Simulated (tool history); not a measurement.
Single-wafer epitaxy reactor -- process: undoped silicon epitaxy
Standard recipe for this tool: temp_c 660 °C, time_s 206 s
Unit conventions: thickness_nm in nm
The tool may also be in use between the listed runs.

run	hour	temp_c	time_s	read-back reference wafer on the same gauge, thickness_nm	thickness_nm
1	0.0	649	183	51.388	34.103
2	16.3	649	183	51.235	34.095
3	31.2	649	183	51.363	34.129
4	39.2	660	206	51.330	50.383
5	55.6	660	206	51.282	49.971
6	69.0	660	206	51.320	49.850
7	85.1	660	232	51.358	56.383
8	101.6	660	232	51.227	56.980
9	116.2	660	232	51.336	56.669
10	128.0	650	206	51.347	39.674
11	140.1	650	206	51.292	39.660
12	151.8	650	206	51.349	39.415
13	159.9	660	206	51.345	50.254
14	177.2	660	206	51.230	50.213
15	189.7	660	206	51.343	50.517
16	201.1	660	206	51.319	50.330
17	212.3	660	206	51.335	50.748
18	222.9	660	206	51.357	50.051
19	229.7	660	206	51.337	50.370
20	274.0	660	206	51.296	49.860
21	286.5	660	206	51.335	50.429
22	295.8	654	187	51.311	39.464
23	322.4	660	206	51.386	50.282
24	332.2	660	206	51.336	50.531
# hour 357.9: pyrometer calibrated
25	358.4	645	206	51.320	30.415
26	370.9	674	243	51.271	73.040
27	379.5	667	206	51.323	52.595
28	391.4	649	229	51.336	37.805
29	398.9	651	178	51.264	30.760
30	409.6	664	189	51.308	45.053
31	427.1	660	206	51.226	44.905
32	442.5	660	206	51.252	44.786
33	450.8	648	225	51.324	36.527
34	462.7	674	181	51.324	55.223
# hour 469.2: gauge calibrated
35	480.4	646	180	51.197	27.825
36	496.3	660	206	51.281	45.243
37	512.4	651	186	51.219	32.916
38	518.4	666	184	51.329	46.787
39	527.6	668	206	51.265	55.327
40	541.5	664	189	51.331	45.873
41	574.3	649	218	51.413	36.968
42	610.0	660	222	51.335	49.607

Predict each of these 4 candidate next runs independently; none follows another, all start after run 42:
A	610.5	660	206	?	?
B	610.5	669	173	?	?
C	610.5	646	227	?	?
D	610.5	660	189	?	?

run	read-back reference wafer on the same gauge, thickness_nm	thickness_nm
A	51.351	46.141
B	51.351	48.064
C	51.351	36.022
D	51.351	42.333
With no hidden state in the tool, these same runs would have given:
run	thickness_nm
A	44.079
B	45.961
C	34.357
D	40.441
